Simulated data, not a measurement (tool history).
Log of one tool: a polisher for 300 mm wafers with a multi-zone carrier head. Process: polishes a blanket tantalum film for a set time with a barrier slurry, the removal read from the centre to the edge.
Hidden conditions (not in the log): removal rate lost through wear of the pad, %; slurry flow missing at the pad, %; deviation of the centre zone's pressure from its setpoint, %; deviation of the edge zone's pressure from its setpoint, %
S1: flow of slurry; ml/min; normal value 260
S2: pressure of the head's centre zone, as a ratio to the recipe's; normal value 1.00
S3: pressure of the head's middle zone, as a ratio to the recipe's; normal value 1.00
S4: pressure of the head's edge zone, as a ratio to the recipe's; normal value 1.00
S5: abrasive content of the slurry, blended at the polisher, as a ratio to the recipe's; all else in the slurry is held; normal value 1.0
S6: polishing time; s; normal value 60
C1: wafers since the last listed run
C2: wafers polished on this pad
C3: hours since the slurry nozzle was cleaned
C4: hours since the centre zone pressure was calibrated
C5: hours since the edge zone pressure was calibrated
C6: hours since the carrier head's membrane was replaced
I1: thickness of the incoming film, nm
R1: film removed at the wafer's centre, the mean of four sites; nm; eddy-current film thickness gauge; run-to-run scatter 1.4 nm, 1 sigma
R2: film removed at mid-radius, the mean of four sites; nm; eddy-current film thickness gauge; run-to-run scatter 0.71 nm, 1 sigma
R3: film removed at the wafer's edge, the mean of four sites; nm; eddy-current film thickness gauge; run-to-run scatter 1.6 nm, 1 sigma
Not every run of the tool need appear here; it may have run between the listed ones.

run	hour	S1	S2	S3	S4	S5	S6	C1	C2	C3	C4	C5	C6	I1	R1	R2	R3
1	0.0	315	1.00	1.00	1.00	1.0	60	0	1032	362.8	573.9	13.6	1302.9	281.7	104.5	120.1	117.5
# hour 47.2: slurry nozzle cleaned
# hour 59.2: worn pad replaced by a new one
# hour 61.2: centre zone pressure recalibrated
2	93.7	315	1.00	1.00	1.00	1.0	60	646	242	46.5	32.5	107.3	1396.6	275.0	115.3	119.3	114.2
3	130.0	315	1.00	1.00	1.00	1.0	60	270	512	82.8	68.8	143.6	1432.9	279.9	111.9	120.2	115.7
4	167.4	260	0.92	1.00	1.00	1.0	44	278	791	120.2	106.2	181.0	1470.3	277.0	72.1	86.0	83.1
# hour 234.2: worn pad replaced by a new one
5	245.0	260	1.00	1.00	1.00	1.0	60	548	80	197.8	183.8	258.6	1547.9	282.3	103.4	116.6	114.1
6	282.2	260	1.00	1.00	1.00	1.0	60	277	357	235.0	221.0	295.8	1585.1	280.9	106.6	116.6	115.3
7	318.5	260	1.00	1.00	1.00	1.0	60	270	628	271.3	257.3	332.1	1621.4	281.4	104.3	117.6	111.4
# hour 401.1: edge zone pressure recalibrated
8	402.7	260	1.00	1.00	1.00	1.0	60	612	1240	355.5	341.5	1.6	1705.6	282.7	103.0	117.2	115.1
# hour 422.3: worn pad replaced by a new one
# hour 450.1: carrier head's membrane replaced by a new one
# hour 462.1: slurry nozzle cleaned
9	506.0	260	1.00	1.05	1.00	1.0	60	695	578	43.9	444.8	104.9	55.9	282.2	100.7	121.9	112.0
10	567.1	295	1.00	1.06	1.09	1.0	52	455	1034	105.0	505.9	166.0	117.0	280.3	88.2	107.9	104.0
11	603.5	260	1.07	1.00	1.00	1.0	67	271	1305	141.4	542.3	202.4	153.4	279.7	122.3	130.5	127.9
# hour 616.1: worn pad replaced by a new one
12	675.9	260	1.00	1.00	1.00	1.0	60	509	445	213.8	614.7	274.8	225.8	284.5	97.0	116.8	112.3
13	739.2	260	0.89	1.07	1.00	1.0	60	471	917	277.1	678.0	338.1	289.1	275.9	88.6	123.7	114.3
# hour 750.5: centre zone pressure recalibrated
# hour 782.4: slurry nozzle cleaned
# hour 811.7: worn pad replaced by a new one
14	842.6	260	1.04	1.05	1.00	1.0	60	718	230	60.2	92.1	441.5	392.5	277.2	114.1	120.7	114.1
15	899.4	260	0.95	0.96	0.90	1.0	60	423	653	117.0	148.9	498.3	449.3	274.6	102.8	114.1	109.1
# hour 902.7: edge zone pressure recalibrated
16	977.1	260	0.91	1.10	1.00	1.1	71	564	1217	194.7	226.6	74.4	527.0	278.0	116.8	154.7	138.9

What if the next run were any one of these 4? Each begins from the tool's condition after run 16:
A	977.5	260	0.93	1.00	1.00	1.0	60	2	1220	195.1	227.0	74.8	527.4	282.7	?	?	?
B	977.5	260	1.00	1.07	1.08	1.0	49	2	1220	195.1	227.0	74.8	527.4	282.7	?	?	?
C	977.5	260	0.91	1.00	1.00	1.0	60	2	1220	195.1	227.0	74.8	527.4	282.7	?	?	?
D	977.5	260	1.00	1.00	0.92	1.0	60	2	1220	195.1	227.0	74.8	527.4	282.7	?	?	?

run	R1	R2	R3
A	95.8	116.2	115.5
B	84.3	100.4	97.7
C	93.7	116.2	115.5
D	103.2	116.2	111.3
Stripped of hidden state, with their random variation kept, the same runs would have yielded:
run	R1	R2	R3
A	105.5	116.1	115.5
B	92.8	100.4	97.7
C	103.2	116.1	115.5
D	113.5	116.1	111.3
